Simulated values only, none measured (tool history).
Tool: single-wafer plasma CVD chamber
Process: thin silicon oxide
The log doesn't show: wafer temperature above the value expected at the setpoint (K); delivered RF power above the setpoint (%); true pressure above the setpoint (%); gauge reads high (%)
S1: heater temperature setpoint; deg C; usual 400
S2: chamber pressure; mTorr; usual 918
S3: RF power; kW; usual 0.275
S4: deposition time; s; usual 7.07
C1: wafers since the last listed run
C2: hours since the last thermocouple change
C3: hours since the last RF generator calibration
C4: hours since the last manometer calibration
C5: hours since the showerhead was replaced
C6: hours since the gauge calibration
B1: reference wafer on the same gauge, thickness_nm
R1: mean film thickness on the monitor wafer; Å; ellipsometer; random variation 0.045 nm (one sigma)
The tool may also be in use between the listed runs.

run 1 day=0.000 | S1=400 S2=918 S3=0.275 S4=7.07 | C1=0 C2=957.4 C3=676.8 C4=1046.6 C5=3811.2 C6=258.2 | B1=11.415 | R1=136.36
run 2 day=0.708 | S1=400 S2=918 S3=0.275 S4=7.07 | C1=458 C2=974.4 C3=693.8 C4=1063.6 C5=3828.2 C6=275.2 | B1=11.422 | R1=135.63
run 3 day=1.521 | S1=400 S2=918 S3=0.275 S4=7.07 | C1=525 C2=993.9 C3=713.3 C4=1083.1 C5=3847.7 C6=294.7 | B1=11.442 | R1=136.48
run 4 day=2.071 | S1=400 S2=918 S3=0.275 S4=7.07 | C1=355 C2=1007.1 C3=726.5 C4=1096.3 C5=3860.9 C6=307.9 | B1=11.452 | R1=137.07
-- day=3.138 gauge calibrated
run 5 day=5.621 | S1=400 S2=918 S3=0.275 S4=7.07 | C1=2296 C2=1092.3 C3=811.7 C4=1181.5 C5=3946.1 C6=59.6 | B1=11.299 | R1=135.56
run 6 day=6.242 | S1=400 S2=918 S3=0.300 S4=7.07 | C1=401 C2=1107.2 C3=826.6 C4=1196.4 C5=3961.0 C6=74.5 | B1=11.296 | R1=142.86
run 7 day=7.379 | S1=400 S2=918 S3=0.300 S4=7.07 | C1=735 C2=1134.5 C3=853.9 C4=1223.7 C5=3988.3 C6=101.8 | B1=11.302 | R1=142.22
-- day=7.808 capacitance manometer re-zeroed and calibrated
run 8 day=8.350 | S1=400 S2=918 S3=0.300 S4=7.07 | C1=412 C2=1157.8 C3=877.2 C4=13.0 C5=4011.6 C6=125.1 | B1=11.315 | R1=144.25
run 9 day=9.821 | S1=400 S2=918 S3=0.275 S4=6.43 | C1=951 C2=1193.1 C3=912.5 C4=48.3 C5=4046.9 C6=160.4 | B1=11.324 | R1=122.89
-- day=11.012 RF generator calibrated
run 10 day=11.304 | S1=400 S2=918 S3=0.275 S4=7.07 | C1=743 C2=1228.7 C3=7.0 C4=83.9 C5=4082.5 C6=196.0 | B1=11.347 | R1=135.35
run 11 day=12.121 | S1=395 S2=1054 S3=0.275 S4=7.07 | C1=528 C2=1248.3 C3=26.6 C4=103.5 C5=4102.1 C6=215.6 | B1=11.362 | R1=152.99
run 12 day=13.196 | S1=400 S2=918 S3=0.230 S4=8.00 | C1=695 C2=1274.1 C3=52.4 C4=129.3 C5=4127.9 C6=241.4 | B1=11.375 | R1=132.10
run 13 day=13.983 | S1=409 S2=918 S3=0.275 S4=7.07 | C1=509 C2=1293.0 C3=71.3 C4=148.2 C5=4146.8 C6=260.3 | B1=11.388 | R1=135.68
run 14 day=15.092 | S1=393 S2=918 S3=0.275 S4=7.07 | C1=716 C2=1319.6 C3=97.9 C4=174.8 C5=4173.4 C6=286.9 | B1=11.417 | R1=137.37
-- day=15.921 showerhead replaced
run 15 day=15.942 | S1=400 S2=918 S3=0.230 S4=8.00 | C1=334 C2=1340.0 C3=118.3 C4=195.2 C5=0.5 C6=307.3 | B1=11.433 | R1=132.73
-- day=16.546 gauge calibrated
run 16 day=16.979 | S1=400 S2=987 S3=0.250 S4=7.07 | C1=671 C2=1364.9 C3=143.2 C4=220.1 C5=25.4 C6=10.4 | B1=11.310 | R1=133.90
-- day=18.054 thermocouple changed; heater temperature recalibrated
run 17 day=18.075 | S1=400 S2=918 S3=0.275 S4=7.07 | C1=493 C2=0.5 C3=169.5 C4=246.4 C5=51.7 C6=36.7 | B1=11.302 | R1=134.90
run 18 day=18.967 | S1=387 S2=918 S3=0.275 S4=7.07 | C1=576 C2=21.9 C3=190.9 C4=267.8 C5=73.1 C6=58.1 | B1=11.305 | R1=136.54
run 19 day=20.346 | S1=410 S2=1111 S3=0.300 S4=7.53 | C1=892 C2=55.0 C3=224.0 C4=300.9 C5=106.2 C6=91.2 | B1=11.308 | R1=177.31
run 20 day=21.692 | S1=412 S2=813 S3=0.225 S4=5.77 | C1=870 C2=87.3 C3=256.3 C4=333.2 C5=138.5 C6=123.5 | B1=11.328 | R1=81.75
run 21 day=22.933 | S1=400 S2=918 S3=0.275 S4=8.08 | C1=803 C2=117.1 C3=286.1 C4=363.0 C5=168.3 C6=153.3 | B1=11.339 | R1=154.88

What the log doesn't show, run by run:
wafer temperature above the value expected at the setpoint (K): 0 in every run
delivered RF power above the setpoint (%): 0 in every run
true pressure above the setpoint (%): 0 in every run
H1: gauge reads high (%)
run=1 H1=1.01
run=2 H1=1.14
run=3 H1=1.29
run=4 H1=1.4
run=5 H1=-0.0514
run=6 H1=-0.0239
run=7 H1=0.0424
run=8 H1=0.115
run=9 H1=0.254
run=10 H1=0.428
run=11 H1=0.539
run=12 H1=0.702
run=13 H1=0.832
run=14 H1=1.03
run=15 H1=1.2
run=16 H1=0.00643
run=17 H1=0.0234
run=18 H1=0.0513
run=19 H1=0.119
run=20 H1=0.215
run=21 H1=0.328
